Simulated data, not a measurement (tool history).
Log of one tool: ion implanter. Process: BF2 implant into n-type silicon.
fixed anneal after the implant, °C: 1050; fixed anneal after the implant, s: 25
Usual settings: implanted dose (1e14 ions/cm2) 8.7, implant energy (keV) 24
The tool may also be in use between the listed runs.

| run | hour | implanted dose (1e14 ions/cm2) | implant energy (keV) | read-back reference wafer on the same gauge, sheet resistance | sheet resistance of the implanted and annealed layer (ohm/square) |
|---|---|---|---|---|---|
| 1 | 0 | 9.31 | 21.5 | 130.06 | 148.5 |
| 2 | 21.2 | 9.31 | 21.5 | 129.94 | 148.84 |
| 3 | 38.2 | 8.7 | 24 | 130.08 | 151.36 |
| 4 | 71.8 | 9.85 | 18 | 129.92 | 149.5 |
| 5 | 106.1 | 9.85 | 18 | 129.92 | 149.35 |
| 6 | 141.9 | 9.85 | 18 | 130.04 | 149.02 |
| 7 | 158 | 8.7 | 24 | 129.85 | 151.82 |
| 8 | 193.7 | 8.7 | 24 | 130.03 | 151.21 |
|  | 204.2 | extraction supply calibrated |
| 9 | 212.8 | 8.7 | 24 | 129.97 | 151.37 |
| 10 | 230.2 | 8.7 | 24 | 129.86 | 151.56 |
| 11 | 248.1 | 8.7 | 18 | 129.99 | 160.53 |
| 12 | 280.5 | 8.7 | 18 | 130.05 | 160.33 |
| 13 | 296.3 | 8.7 | 18 | 130.09 | 160.42 |
|  | 310.9 | Faraday cup replaced and dose calibrated |
| 14 | 395.9 | 10.7 | 29 | 130.1 | 130.89 |
|  | 417.6 | gauge calibrated |
| 15 | 419.5 | 6.11 | 18.5 | 129.99 | 214.47 |
| 16 | 434.4 | 7.38 | 30 | 130 | 173.86 |
| 17 | 451 | 6.83 | 29 | 130.06 | 186.89 |
| 18 | 473.9 | 10.66 | 28 | 129.94 | 132.19 |
| 19 | 494.9 | 8.7 | 24 | 130.07 | 157.77 |
| 20 | 528.6 | 8.7 | 29.5 | 129.96 | 152.28 |
| 21 | 542.6 | 7.26 | 20.5 | 129.98 | 185.07 |
| 22 | 570.2 | 10.49 | 28 | 130.04 | 133.09 |
| 23 | 583.6 | 8.7 | 24 | 129.94 | 157.03 |
| 24 | 603.2 | 8.7 | 24 | 129.98 | 157.12 |
| 25 | 633.2 | 6.11 | 19 | 129.98 | 213.05 |
| 26 | 652.6 | 7.77 | 24 | 129.99 | 171.09 |

4 ways to go on from here, each from the tool as it stands after run 26. What would each give?
| A | 653 | 8.7 | 24 | ? | ? |
| B | 653 | 9.62 | 18 | ? | ? |
| C | 653 | 10.46 | 20.5 | ? | ? |
| D | 653 | 9.86 | 32 | ? | ? |

| run | read-back reference wafer on the same gauge, sheet resistance | sheet resistance of the implanted and annealed layer (ohm/square) |
|---|---|---|
| A | 130.01 | 156.52 |
| B | 130.01 | 155.04 |
| C | 130.01 | 143 |
| D | 130.01 | 135.11 |
Without the tool's hidden state the same runs would have given:
| run | sheet resistance of the implanted and annealed layer (ohm/square) |
|---|---|
| A | 156.95 |
| B | 155.39 |
| C | 143.32 |
| D | 135.49 |

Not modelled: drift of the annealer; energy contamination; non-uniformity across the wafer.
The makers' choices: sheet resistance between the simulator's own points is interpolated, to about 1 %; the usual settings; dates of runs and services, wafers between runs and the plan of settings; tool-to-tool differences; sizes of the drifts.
